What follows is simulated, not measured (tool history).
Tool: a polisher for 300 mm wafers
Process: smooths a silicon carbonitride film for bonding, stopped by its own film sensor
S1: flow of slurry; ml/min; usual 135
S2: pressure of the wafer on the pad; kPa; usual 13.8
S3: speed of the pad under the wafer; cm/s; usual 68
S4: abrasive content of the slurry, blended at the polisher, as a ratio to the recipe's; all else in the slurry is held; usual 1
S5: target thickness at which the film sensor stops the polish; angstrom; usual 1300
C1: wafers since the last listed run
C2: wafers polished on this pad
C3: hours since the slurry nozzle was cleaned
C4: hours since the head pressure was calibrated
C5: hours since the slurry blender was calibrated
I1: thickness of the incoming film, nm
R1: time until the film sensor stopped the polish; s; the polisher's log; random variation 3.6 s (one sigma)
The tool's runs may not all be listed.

{"run": 1, "hour": 0.0, "S1": 135, "S2": 13.8, "S3": 68, "S4": 1, "S5": 1300, "C1": 0, "C2": 641, "C3": 690.6, "C4": 743.8, "C5": 219.2, "I1": 163.1, "R1": 205.4}
{"hour": 55.5, "done": "head pressure recalibrated"}
{"hour": 91.5, "done": "slurry nozzle cleaned"}
{"run": 2, "hour": 289.4, "S1": 135, "S2": 13.8, "S3": 68, "S4": 1, "S5": 1300, "C1": 1541, "C2": 2182, "C3": 197.9, "C4": 233.9, "C5": 508.6, "I1": 160.3, "R1": 192.4}
{"run": 3, "hour": 354.2, "S1": 135, "S2": 13.8, "S3": 68, "S4": 1, "S5": 1300, "C1": 348, "C2": 2531, "C3": 262.7, "C4": 298.7, "C5": 573.4, "I1": 158.9, "R1": 182.3}
{"run": 4, "hour": 418.3, "S1": 135, "S2": 13.8, "S3": 68, "S4": 1, "S5": 1300, "C1": 345, "C2": 2876, "C3": 326.8, "C4": 362.8, "C5": 637.5, "I1": 159, "R1": 182.1}
{"run": 5, "hour": 508.2, "S1": 135, "S2": 13.8, "S3": 68, "S4": 1, "S5": 1300, "C1": 483, "C2": 3360, "C3": 416.7, "C4": 452.7, "C5": 727.4, "I1": 160, "R1": 182.9}
{"run": 6, "hour": 556.8, "S1": 135, "S2": 13.8, "S3": 68, "S4": 1, "S5": 1300, "C1": 261, "C2": 3621, "C3": 465.3, "C4": 501.3, "C5": 776, "I1": 157, "R1": 169.5}
{"hour": 602.9, "done": "worn pad replaced by a new one"}
{"hour": 676.8, "done": "slurry blender recalibrated"}
{"run": 7, "hour": 860.1, "S1": 135, "S2": 13.8, "S3": 68, "S4": 1, "S5": 1300, "C1": 1600, "C2": 1373, "C3": 768.6, "C4": 804.6, "C5": 183.3, "I1": 159.4, "R1": 176}
{"hour": 900.3, "done": "head pressure recalibrated"}
{"hour": 940.5, "done": "slurry nozzle cleaned"}
{"run": 8, "hour": 957.0, "S1": 95, "S2": 13.8, "S3": 68, "S4": 1, "S5": 1300, "C1": 505, "C2": 1879, "C3": 16.5, "C4": 56.7, "C5": 280.2, "I1": 158.9, "R1": 186.2}
{"run": 9, "hour": 1021.8, "S1": 135, "S2": 13.8, "S3": 68, "S4": 1, "S5": 1230, "C1": 348, "C2": 2228, "C3": 81.3, "C4": 121.5, "C5": 345, "I1": 160, "R1": 226.3}
{"run": 10, "hour": 1068.2, "S1": 135, "S2": 15.9, "S3": 68, "S4": 1.25, "S5": 1340, "C1": 249, "C2": 2477, "C3": 127.7, "C4": 167.9, "C5": 391.4, "I1": 159.1, "R1": 129.1}
{"run": 11, "hour": 1117.5, "S1": 135, "S2": 13.8, "S3": 68, "S4": 1, "S5": 1300, "C1": 265, "C2": 2743, "C3": 177, "C4": 217.2, "C5": 440.7, "I1": 158.8, "R1": 180.8}
{"run": 12, "hour": 1190.1, "S1": 135, "S2": 16.5, "S3": 54, "S4": 0.9, "S5": 1340, "C1": 390, "C2": 3133, "C3": 249.6, "C4": 289.8, "C5": 513.3, "I1": 160.1, "R1": 163.2}
{"run": 13, "hour": 1245.4, "S1": 135, "S2": 13.8, "S3": 68, "S4": 1, "S5": 1220, "C1": 297, "C2": 3431, "C3": 304.9, "C4": 345.1, "C5": 568.6, "I1": 159.4, "R1": 232.7}
{"run": 14, "hour": 1350.2, "S1": 135, "S2": 18.6, "S3": 54, "S4": 1, "S5": 1300, "C1": 564, "C2": 3995, "C3": 409.7, "C4": 449.9, "C5": 673.4, "I1": 159.3, "R1": 163.4}
{"run": 15, "hour": 1386.3, "S1": 135, "S2": 13.8, "S3": 68, "S4": 1, "S5": 1300, "C1": 194, "C2": 4190, "C3": 445.8, "C4": 486, "C5": 709.5, "I1": 159.4, "R1": 180.5}
{"hour": 1389.3, "done": "slurry blender recalibrated"}
{"hour": 1403.6, "done": "worn pad replaced by a new one"}
{"run": 16, "hour": 1456.2, "S1": 135, "S2": 13.8, "S3": 90, "S4": 1, "S5": 1300, "C1": 343, "C2": 283, "C3": 515.7, "C4": 555.9, "C5": 66.9, "I1": 160.1, "R1": 145.3}
{"run": 17, "hour": 1544.3, "S1": 135, "S2": 13.8, "S3": 68, "S4": 1, "S5": 1300, "C1": 474, "C2": 757, "C3": 603.8, "C4": 644, "C5": 155, "I1": 161.2, "R1": 192.1}
{"hour": 1632.9, "done": "head pressure recalibrated"}
{"run": 18, "hour": 1642.6, "S1": 120, "S2": 13.8, "S3": 68, "S4": 1, "S5": 1300, "C1": 518, "C2": 1275, "C3": 702.1, "C4": 9.7, "C5": 253.3, "I1": 162.6, "R1": 202.1}
{"hour": 1652.6, "done": "slurry nozzle cleaned"}
{"run": 19, "hour": 1700.6, "S1": 135, "S2": 13.8, "S3": 68, "S4": 1, "S5": 1340, "C1": 306, "C2": 1582, "C3": 48, "C4": 67.7, "C5": 311.3, "I1": 162.4, "R1": 169}
{"run": 20, "hour": 1738.0, "S1": 135, "S2": 13.8, "S3": 60, "S4": 1, "S5": 1300, "C1": 201, "C2": 1783, "C3": 85.4, "C4": 105.1, "C5": 348.7, "I1": 160.6, "R1": 206.2}
{"run": 21, "hour": 1789.6, "S1": 105, "S2": 13.8, "S3": 44, "S4": 1, "S5": 1300, "C1": 277, "C2": 2061, "C3": 137, "C4": 156.7, "C5": 400.3, "I1": 159.7, "R1": 278.1}
{"run": 22, "hour": 1892.4, "S1": 135, "S2": 13.8, "S3": 68, "S4": 1, "S5": 1300, "C1": 553, "C2": 2614, "C3": 239.8, "C4": 259.5, "C5": 503.1, "I1": 161.1, "R1": 193.5}
{"run": 23, "hour": 1987.7, "S1": 170, "S2": 13.8, "S3": 68, "S4": 1, "S5": 1300, "C1": 512, "C2": 3127, "C3": 335.1, "C4": 354.8, "C5": 598.4, "I1": 160.1, "R1": 179.7}
{"run": 24, "hour": 2032.0, "S1": 135, "S2": 13.8, "S3": 68, "S4": 1, "S5": 1380, "C1": 238, "C2": 3366, "C3": 379.4, "C4": 399.1, "C5": 642.7, "I1": 162.8, "R1": 153.6}
{"run": 25, "hour": 2091.7, "S1": 135, "S2": 9, "S3": 68, "S4": 1.3, "S5": 1300, "C1": 321, "C2": 3687, "C3": 439.1, "C4": 458.8, "C5": 702.4, "I1": 159.3, "R1": 264}
{"run": 26, "hour": 2176.7, "S1": 135, "S2": 13.8, "S3": 80, "S4": 1, "S5": 1300, "C1": 457, "C2": 4145, "C3": 524.1, "C4": 543.8, "C5": 787.4, "I1": 157.2, "R1": 147.2}
{"hour": 2232.1, "done": "worn pad replaced by a new one"}
{"hour": 2259.1, "done": "slurry blender recalibrated"}
{"run": 27, "hour": 2267.0, "S1": 135, "S2": 15.9, "S3": 68, "S4": 1, "S5": 1300, "C1": 453, "C2": 177, "C3": 614.4, "C4": 634.1, "C5": 7.9, "I1": 159.6, "R1": 158.9}
{"run": 28, "hour": 2347.4, "S1": 135, "S2": 13.8, "S3": 68, "S4": 1, "S5": 1300, "C1": 432, "C2": 609, "C3": 694.8, "C4": 714.5, "C5": 88.3, "I1": 160.4, "R1": 192.5}
{"hour": 2379.7, "done": "slurry nozzle cleaned"}
{"hour": 2382.6, "done": "head pressure recalibrated"}
{"run": 29, "hour": 2417.3, "S1": 95, "S2": 13.8, "S3": 50, "S4": 1.25, "S5": 1300, "C1": 360, "C2": 969, "C3": 37.6, "C4": 34.7, "C5": 158.2, "I1": 158.8, "R1": 223.8}
{"run": 30, "hour": 2485.6, "S1": 135, "S2": 13.8, "S3": 68, "S4": 1, "S5": 1300, "C1": 367, "C2": 1337, "C3": 105.9, "C4": 103, "C5": 226.5, "I1": 159.6, "R1": 182.6}
{"run": 31, "hour": 2548.6, "S1": 165, "S2": 13.8, "S3": 68, "S4": 1, "S5": 1300, "C1": 339, "C2": 1676, "C3": 168.9, "C4": 166, "C5": 289.5, "I1": 160.5, "R1": 187.1}

Hidden state at the last listed run before each entry between runs and at the first one after, where it differs:
Between runs 1 and 2: head pressure recalibrated (hour 55.5); slurry nozzle cleaned (hour 91.5)
  no hidden state differs between the two runs
Between runs 6 and 7: worn pad replaced by a new one (hour 602.9); slurry blender recalibrated (hour 676.8)
  no hidden state differs between the two runs
Between runs 7 and 8: head pressure recalibrated (hour 900.3); slurry nozzle cleaned (hour 940.5)
  no hidden state differs between the two runs
Between runs 15 and 16: slurry blender recalibrated (hour 1389.3); worn pad replaced by a new one (hour 1403.6)
  no hidden state differs between the two runs
Between runs 17 and 18: head pressure recalibrated (hour 1632.9)
  no hidden state differs between the two runs
Between runs 18 and 19: slurry nozzle cleaned (hour 1652.6)
  no hidden state differs between the two runs
Between runs 26 and 27: worn pad replaced by a new one (hour 2232.1); slurry blender recalibrated (hour 2259.1)
  no hidden state differs between the two runs
Between runs 28 and 29: slurry nozzle cleaned (hour 2379.7); head pressure recalibrated (hour 2382.6)
  no hidden state differs between the two runs

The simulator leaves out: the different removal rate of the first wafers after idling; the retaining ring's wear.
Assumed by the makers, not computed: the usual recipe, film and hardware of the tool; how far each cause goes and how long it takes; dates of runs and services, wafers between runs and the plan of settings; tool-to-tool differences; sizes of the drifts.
